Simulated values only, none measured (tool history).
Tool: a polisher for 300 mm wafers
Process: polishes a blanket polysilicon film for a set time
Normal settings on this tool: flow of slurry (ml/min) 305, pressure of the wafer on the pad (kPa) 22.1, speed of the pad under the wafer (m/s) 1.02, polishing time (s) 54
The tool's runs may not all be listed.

run,hour,flow of slurry (ml/min),pressure of the wafer on the pad (kPa),speed of the pad under the wafer (m/s),polishing time (s),wafers since the last listed run,wafers polished on this pad,hours since the slurry nozzle was cleaned,hours since the head pressure was calibrated,"incoming thickness of the incoming film, nm",film removed (Å)
1,0.0,305,20.0,1.02,54,0,482,164.8,443.3,2390.5,5138
2,23.3,305,22.1,1.02,54,211,693,188.1,466.6,2347.8,5708
3,53.8,305,22.1,1.02,54,276,970,218.6,497.1,2386.0,5661
4,66.5,305,22.1,1.02,54,115,1085,231.3,509.8,2342.8,5682
5,81.7,305,22.1,1.02,54,137,1223,246.5,525.0,2363.4,5701
6,98.8,305,22.1,1.02,54,155,1378,263.6,542.1,2399.2,5639
# hour 130.1: worn pad replaced by a new one
7,130.6,305,25.5,1.02,54,252,4,295.4,573.9,2407.4,6561
8,143.4,305,25.5,1.02,54,116,120,308.2,586.7,2366.9,6477
9,162.5,305,22.1,1.02,54,173,294,327.3,605.8,2361.7,5674
10,194.7,305,22.1,1.02,54,291,586,359.5,638.0,2416.0,5653
11,227.2,235,22.1,1.02,54,294,880,392.0,670.5,2365.9,5449
12,252.7,235,22.1,1.02,54,231,1111,417.5,696.0,2392.6,5495
13,279.4,235,22.1,1.02,54,242,1353,444.2,722.7,2357.6,5518
# hour 307.7: worn pad replaced by a new one
14,308.2,305,15.9,1.22,54,224,4,473.0,751.5,2368.6,4636
15,325.2,305,15.9,1.22,54,154,158,490.0,768.5,2398.7,4649
16,360.1,305,15.9,1.22,54,316,474,524.9,803.4,2342.5,4692
# hour 432.5: head pressure recalibrated
17,437.1,305,22.1,1.02,54,679,1154,601.9,4.6,2350.9,5641
18,467.7,305,22.1,1.02,54,277,1432,632.5,35.2,2342.4,5659
# hour 493.5: slurry nozzle cleaned
19,498.8,210,19.3,1.02,63,272,1705,5.3,66.3,2396.5,5536
20,515.2,250,22.1,1.02,54,148,1853,21.7,82.7,2380.6,5610
# hour 530.1: worn pad replaced by a new one
21,542.3,380,22.1,1.02,54,209,110,48.8,109.8,2388.7,5705
22,568.0,255,22.1,0.78,47,232,343,74.5,135.5,2352.0,3941
23,584.6,210,22.1,0.86,45,150,494,91.1,152.1,2388.6,3953
24,616.1,305,22.1,1.02,54,285,780,122.6,183.6,2395.5,5643
25,717.8,305,22.1,1.02,54,921,1701,224.3,285.3,2396.9,5651
26,735.8,305,17.9,0.86,63,163,1865,242.3,303.3,2395.0,4712
# hour 747.3: worn pad replaced by a new one
27,748.4,305,15.9,1.02,43,77,9,254.9,315.9,2441.6,3232
28,794.1,305,22.1,1.02,54,414,424,300.6,361.6,2417.9,5672
29,806.9,380,25.5,1.24,54,116,540,313.4,374.4,2386.2,7729
30,834.2,395,22.1,0.72,54,247,787,340.7,401.7,2406.9,4630
31,865.0,305,19.3,1.02,67,279,1066,371.5,432.5,2425.2,6269
32,892.3,250,16.5,0.86,65,247,1314,398.8,459.8,2377.6,4366
33,922.6,305,22.1,0.86,62,274,1588,429.1,490.1,2357.5,5731
34,946.8,350,26.9,1.02,54,219,1808,453.3,514.3,2432.2,7075
35,960.2,305,22.1,1.02,54,121,1929,466.7,527.7,2379.1,5760
# hour 967.5: worn pad replaced by a new one
36,996.1,305,24.8,0.78,67,289,259,502.6,563.6,2363.7,6608
37,1014.5,230,22.1,1.18,48,166,425,521.0,582.0,2353.2,5399

4 ways to go on from here, each from the tool as it stands after run 37. What would each give?
A,1014.9,305,22.1,1.18,54,3,429,521.4,582.4,2398.2,?
B,1014.9,215,25.5,0.68,63,3,429,521.4,582.4,2398.2,?
C,1014.9,405,19.3,1.02,70,3,429,521.4,582.4,2398.2,?
D,1014.9,350,18.6,1.02,54,3,429,521.4,582.4,2398.2,?

run,film removed (Å)
A,6303
B,5508
C,6560
D,4826
With the hidden condition removed and each run's random variation left untouched, the same runs would have given:
run,film removed (Å)
A,6303
B,5508
C,6560
D,4826

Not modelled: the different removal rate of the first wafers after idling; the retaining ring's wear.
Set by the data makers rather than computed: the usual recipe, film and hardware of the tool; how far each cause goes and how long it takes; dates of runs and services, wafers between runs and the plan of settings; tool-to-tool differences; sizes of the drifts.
